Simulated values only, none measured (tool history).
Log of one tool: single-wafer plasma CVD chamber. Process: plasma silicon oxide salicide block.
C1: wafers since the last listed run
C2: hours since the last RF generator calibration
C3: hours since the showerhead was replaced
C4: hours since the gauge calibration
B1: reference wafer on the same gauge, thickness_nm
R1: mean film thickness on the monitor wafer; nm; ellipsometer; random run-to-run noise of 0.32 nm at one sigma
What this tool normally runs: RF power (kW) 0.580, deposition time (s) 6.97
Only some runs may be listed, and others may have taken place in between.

Run 1, hour 0.0: usual settings but deposition time (s) 7.41; C1 0; C2 1391.4; C3 5207.4; C4 1108.3; B1 63.375. Result: R1 71.525 nm.
At hour 143.0: RF generator calibrated.
Run 2, hour 160.8: usual settings but deposition time (s) 7.41; C1 4153; C2 17.8; C3 5368.2; C4 1269.1; B1 63.447. Result: R1 72.773 nm.
Run 3, hour 187.1: usual settings; C1 714; C2 44.1; C3 5394.5; C4 1295.4; B1 63.469. Result: R1 68.982 nm.
Run 4, hour 249.8: usual settings but RF power (kW) 0.625, deposition time (s) 7.32; C1 1704; C2 106.8; C3 5457.2; C4 1358.1; B1 63.428. Result: R1 73.782 nm.
Run 5, hour 295.4: usual settings but RF power (kW) 0.605; C1 1239; C2 152.4; C3 5502.8; C4 1403.7; B1 63.337. Result: R1 69.469 nm.
Run 6, hour 329.8: usual settings but RF power (kW) 0.605; C1 935; C2 186.8; C3 5537.2; C4 1438.1; B1 63.398. Result: R1 69.146 nm.
Run 7, hour 388.3: usual settings but RF power (kW) 0.605; C1 1590; C2 245.3; C3 5595.7; C4 1496.6; B1 63.415. Result: R1 69.168 nm.
Run 8, hour 444.2: usual settings; C1 1519; C2 301.2; C3 5651.6; C4 1552.5; B1 63.374. Result: R1 68.373 nm.
Run 9, hour 502.4: usual settings; C1 1582; C2 359.4; C3 5709.8; C4 1610.7; B1 63.360. Result: R1 68.620 nm.
Run 10, hour 559.6: usual settings; C1 1554; C2 416.6; C3 5767.0; C4 1667.9; B1 63.315. Result: R1 68.475 nm.
Run 11, hour 671.5: usual settings but RF power (kW) 0.665; C1 3041; C2 528.5; C3 5878.9; C4 1779.8; B1 63.395. Result: R1 71.091 nm.
Run 12, hour 719.3: usual settings but deposition time (s) 6.63; C1 1299; C2 576.3; C3 5926.7; C4 1827.6; B1 63.367. Result: R1 65.461 nm.
Run 13, hour 774.9: usual settings; C1 1511; C2 631.9; C3 5982.3; C4 1883.2; B1 63.320. Result: R1 68.169 nm.
Run 14, hour 968.9: usual settings; C1 5273; C2 825.9; C3 6176.3; C4 2077.2; B1 63.330. Result: R1 67.936 nm.
Run 15, hour 997.5: usual settings; C1 777; C2 854.5; C3 6204.9; C4 2105.8; B1 63.425. Result: R1 67.450 nm.
Run 16, hour 1066.0: usual settings but deposition time (s) 6.69; C1 1861; C2 923.0; C3 6273.4; C4 2174.3; B1 63.442. Result: R1 65.357 nm.
Run 17, hour 1128.2: usual settings but deposition time (s) 6.69; C1 1690; C2 985.2; C3 6335.6; C4 2236.5; B1 63.442. Result: R1 65.426 nm.
Run 18, hour 1187.7: usual settings; C1 1617; C2 1044.7; C3 6395.1; C4 2296.0; B1 63.314. Result: R1 67.407 nm.
Run 19, hour 1250.9: usual settings; C1 1717; C2 1107.9; C3 6458.3; C4 2359.2; B1 63.359. Result: R1 67.537 nm.
At hour 1275.6: showerhead replaced, of another model than before.
Run 20, hour 1276.6: usual settings; C1 481; C2 1133.6; C3 1.0; C4 2384.9; B1 63.453. Result: R1 68.507 nm.
Run 21, hour 1306.6: usual settings; C1 815; C2 1163.6; C3 31.0; C4 2414.9; B1 63.316. Result: R1 68.189 nm.
Run 22, hour 1363.8: usual settings; C1 1554; C2 1220.8; C3 88.2; C4 2472.1; B1 63.482. Result: R1 67.705 nm.
Run 23, hour 1414.9: usual settings; C1 1389; C2 1271.9; C3 139.3; C4 2523.2; B1 63.430. Result: R1 67.587 nm.
Run 24, hour 1464.3: usual settings but RF power (kW) 0.640, deposition time (s) 6.00; C1 1342; C2 1321.3; C3 188.7; C4 2572.6; B1 63.422. Result: R1 60.192 nm.
Run 25, hour 1557.2: usual settings but RF power (kW) 0.490; C1 2525; C2 1414.2; C3 281.6; C4 2665.5; B1 63.413. Result: R1 66.237 nm.
At hour 1589.6: RF generator calibrated.
Run 26, hour 1659.9: usual settings but RF power (kW) 0.610, deposition time (s) 8.01; C1 2574; C2 70.3; C3 384.3; C4 2768.2; B1 63.332. Result: R1 79.671 nm.
Run 27, hour 1701.7: usual settings but RF power (kW) 0.470, deposition time (s) 7.84; C1 1136; C2 112.1; C3 426.1; C4 2810.0; B1 63.361. Result: R1 74.835 nm.
Run 28, hour 1765.1: usual settings but RF power (kW) 0.630; C1 1723; C2 175.5; C3 489.5; C4 2873.4; B1 63.359. Result: R1 69.949 nm.
Run 29, hour 1918.4: usual settings; C1 4167; C2 328.8; C3 642.8; C4 3026.7; B1 63.340. Result: R1 68.890 nm.
At hour 1949.6: gauge calibrated.
Run 30, hour 1986.5: usual settings but RF power (kW) 0.635, deposition time (s) 7.99; C1 1851; C2 396.9; C3 710.9; C4 36.9; B1 63.473. Result: R1 79.076 nm.
Run 31, hour 2023.1: usual settings but RF power (kW) 0.510, deposition time (s) 7.79; C1 994; C2 433.5; C3 747.5; C4 73.5; B1 63.392. Result: R1 74.542 nm.
Run 32, hour 2051.2: usual settings; C1 763; C2 461.6; C3 775.6; C4 101.6; B1 63.421. Result: R1 68.866 nm.
Run 33, hour 2120.2: usual settings but deposition time (s) 7.91; C1 1875; C2 530.6; C3 844.6; C4 170.6; B1 63.395. Result: R1 77.922 nm.
Run 34, hour 2160.9: usual settings but RF power (kW) 0.515, deposition time (s) 6.29; C1 1106; C2 571.3; C3 885.3; C4 211.3; B1 63.369. Result: R1 60.716 nm.
Run 35, hour 2221.1: usual settings but RF power (kW) 0.630; C1 1636; C2 631.5; C3 945.5; C4 271.5; B1 63.427. Result: R1 68.996 nm.
Run 36, hour 2267.1: usual settings but RF power (kW) 0.640, deposition time (s) 7.40; C1 1250; C2 677.5; C3 991.5; C4 317.5; B1 63.436. Result: R1 74.376 nm.
Run 37, hour 2329.7: usual settings; C1 1701; C2 740.1; C3 1054.1; C4 380.1; B1 63.393. Result: R1 68.174 nm.
Run 38, hour 2399.9: usual settings but deposition time (s) 6.14; C1 1908; C2 810.3; C3 1124.3; C4 450.3; B1 63.425. Result: R1 60.481 nm.
Run 39, hour 2470.8: usual settings; C1 1927; C2 881.2; C3 1195.2; C4 521.2; B1 63.333. Result: R1 67.876 nm.
Run 40, hour 2496.0: usual settings but RF power (kW) 0.610; C1 684; C2 906.4; C3 1220.4; C4 546.4; B1 63.384. Result: R1 68.720 nm.
Run 41, hour 2561.0: usual settings but RF power (kW) 0.535; C1 1766; C2 971.4; C3 1285.4; C4 611.4; B1 63.451. Result: R1 67.399 nm.
Run 42, hour 2631.9: usual settings; C1 1927; C2 1042.3; C3 1356.3; C4 682.3; B1 63.360. Result: R1 68.525 nm.
Run 43, hour 2703.7: usual settings but RF power (kW) 0.545, deposition time (s) 6.33; C1 1951; C2 1114.1; C3 1428.1; C4 754.1; B1 63.431. Result: R1 60.771 nm.
Run 44, hour 2728.3: usual settings but RF power (kW) 0.675, deposition time (s) 5.81; C1 668; C2 1138.7; C3 1452.7; C4 778.7; B1 63.362. Result: R1 58.038 nm.

Consider 4 possible next runs. They are alternatives, not a sequence: every one starts from the tool as it was left by run 44. What does each give?
Run A, hour 2728.7: usual settings but deposition time (s) 5.73; C1 10; C2 1139.1; C3 1453.1; C4 779.1; B1 ?. Result: R1 ?.
Run B, hour 2728.7: usual settings but RF power (kW) 0.490, deposition time (s) 7.43; C1 10; C2 1139.1; C3 1453.1; C4 779.1; B1 ?. Result: R1 ?.
Run C, hour 2728.7: usual settings but RF power (kW) 0.500; C1 10; C2 1139.1; C3 1453.1; C4 779.1; B1 ?. Result: R1 ?.
Run D, hour 2728.7: usual settings but RF power (kW) 0.535, deposition time (s) 8.25; C1 10; C2 1139.1; C3 1453.1; C4 779.1; B1 ?. Result: R1 ?.

run      B1      R1
  A  63.276  56.038
  B  63.276  70.808
  C  63.276  66.623
  D  63.276  79.668
Without the tool's unlogged condition, the same runs would have read:
run      R1
  A  56.732
  B  71.685
  C  67.448
  D  80.655
